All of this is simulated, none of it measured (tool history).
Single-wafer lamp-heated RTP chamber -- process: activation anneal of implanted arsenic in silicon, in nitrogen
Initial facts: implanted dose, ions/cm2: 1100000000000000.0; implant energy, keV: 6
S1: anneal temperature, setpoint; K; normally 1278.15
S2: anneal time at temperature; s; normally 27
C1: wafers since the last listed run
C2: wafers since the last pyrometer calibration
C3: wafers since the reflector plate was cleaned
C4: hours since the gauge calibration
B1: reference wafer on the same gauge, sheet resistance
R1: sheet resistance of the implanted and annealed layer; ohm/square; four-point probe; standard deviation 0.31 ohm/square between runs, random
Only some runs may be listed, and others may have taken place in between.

run,day,S1,S2,C1,C2,C3,C4,B1,R1
1,0,1278.15,36,0,5653,7464,637.7,134.09,143.81
# day 1.138: pyrometer window cleaned and pyrometer calibrated
2,3.538,1278.15,36,549,411,8013,722.6,134.25,143.59
3,7.704,1278.15,36,714,1125,8727,822.6,134.29,144.55
# day 8.3: reflector plate cleaned
4,15.583,1278.15,27,1293,2418,1248,1011.7,134.46,154.14
5,19.412,1278.15,27,656,3074,1904,1103.6,134.62,154.11
6,20.967,1278.15,27,266,3340,2170,1140.9,134.58,154.14
7,25.338,1278.15,16,749,4089,2919,1245.8,134.65,174.87
8,29.817,1278.15,27,767,4857,3687,1353.3,134.64,154.49
9,31.867,1278.15,27,351,5208,4038,1402.5,134.72,154.5
# day 33.767: pyrometer window cleaned and pyrometer calibrated
10,34.304,1278.15,27,360,92,4399,1461,134.7,154.53
11,35.942,1278.15,27,280,373,4679,1500.3,134.73,154.23
12,38.508,1278.15,27,439,812,5119,1561.9,134.76,154.25
# day 41.542: gauge calibrated
13,42.383,1278.15,27,664,1476,5783,20.2,132.7,152.24
14,46.867,1304.15,11,768,2245,6552,127.8,133.16,158.95
# day 50.679: reflector plate cleaned
15,51.067,1278.15,27,662,2908,66,228.6,133.54,152.85
16,53.138,1296.15,27,354,3262,421,278.3,133.74,137.2
17,57.55,1260.15,27,756,4019,1177,384.2,134.1,173.68
18,60.783,1291.15,19,554,4573,1731,461.8,134.24,154.26
# day 62.225: pyrometer window cleaned and pyrometer calibrated
19,63.833,1254.15,13,465,275,2197,535,134.45,209.45
20,67.892,1278.15,27,695,971,2892,632.4,134.59,154.87
21,71.754,1291.15,36,661,1633,3554,725.1,134.75,133.08
22,74.279,1278.15,27,432,2066,3987,785.7,134.83,154.84
23,76.342,1258.15,22,353,2419,4340,835.2,134.85,185.43
24,79.096,1302.15,39,472,2891,4812,901.3,134.83,124.94
25,81.083,1291.15,36,340,3232,5153,949,134.97,133.6
26,85.575,1266.15,31,769,4002,5923,1056.8,135.04,163.16
27,89.071,1302.15,32,599,4601,6522,1140.7,135.06,129.88

Consider 4 possible next runs. They are alternatives, not a sequence: every one starts from the tool as it was left by run 27. What does each give?
A,89.088,1297.15,27,2,4603,6525,1141.1,?,?
B,89.088,1293.15,40,2,4603,6525,1141.1,?,?
C,89.088,1253.15,14,2,4603,6525,1141.1,?,?
D,89.088,1278.15,21,2,4603,6525,1141.1,?,?

run,B1,R1
A,135.11,137.41
B,135.11,129.31
C,135.11,208.68
D,135.11,163.96
Stripped of hidden state, with their random variation kept, the same runs would have yielded:
run,R1
A,134.26
B,126.35
C,203.9
D,160.21
